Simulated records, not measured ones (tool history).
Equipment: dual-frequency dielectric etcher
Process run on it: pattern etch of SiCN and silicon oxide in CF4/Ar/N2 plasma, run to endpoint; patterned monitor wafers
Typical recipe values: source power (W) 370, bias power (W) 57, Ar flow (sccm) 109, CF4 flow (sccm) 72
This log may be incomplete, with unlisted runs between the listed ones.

run,hour,source power (W),bias power (W),Ar flow (sccm),CF4 flow (sccm),wafers since the last listed run,hours since the last wet clean,hours since the last source power generator calibration,hours since the last bias power generator calibration,hours since the last Ar flow controller change,hours since the last CF4 flow controller change,hours since the last upper electrode change,"incoming incoming film thickness, nm",endpoint time (s)
1,0,290,45,125,86,0,46.7,2271,57,85.1,87.8,0.5,16.28,34.8
2,0.4,440,46,109,72,6,47.1,2271.4,57.4,85.5,88.2,0.9,16.02,23.1
3,1.9,370,57,124,88,23,48.6,2272.9,58.9,87,89.7,2.4,16.15,25.4
4,12.1,370,68,109,72,159,58.8,2283.1,69.1,97.2,99.9,12.6,16.1,24.5
5,18.9,400,62,89,65,106,65.6,2289.9,75.9,104,106.7,19.4,16.09,23.1
6,28.1,370,57,109,72,144,74.8,2299.1,85.1,113.2,115.9,28.6,16.17,25.8
7,43.7,370,61,116,72,244,90.4,2314.7,100.7,128.8,131.5,44.2,15.86,25.4
8,59.5,290,68,99,88,247,106.2,2330.5,116.5,144.6,147.3,60,16.35,30
9,67.5,370,57,109,72,125,114.2,2338.5,124.5,152.6,155.3,68,15.99,25.7
10,80.8,290,71,136,72,208,127.5,2351.8,137.8,165.9,168.6,81.3,16.01,31.1
# hour 94.4: source power generator calibrated
11,97.2,370,66,133,72,194,143.9,2.8,154.2,182.3,185,97.7,16.05,25.7
# hour 128: wet clean of the chamber, repeated, since the last time left the tool worse
12,128.5,370,57,109,57,114,0.5,34.1,185.5,213.6,216.3,129,16.02,24.9
13,128.8,370,57,109,90,4,0.8,34.4,185.8,213.9,216.6,129.3,16.09,23.5
14,129.1,460,62,91,58,4,1.1,34.7,186.1,214.2,216.9,129.6,15.84,19.1
15,135.9,340,57,109,72,106,7.9,41.5,192.9,221,223.7,136.4,16.17,26.4

Run 16 comes next. What will it give?
16,150.4,370,46,109,72,227,22.4,56,207.4,235.5,238.2,150.9,16.12,?

{"run 16": {"endpoint time (s)": 25.9}}
Without the tool's hidden state the same run would have given endpoint time (s) 25.8.
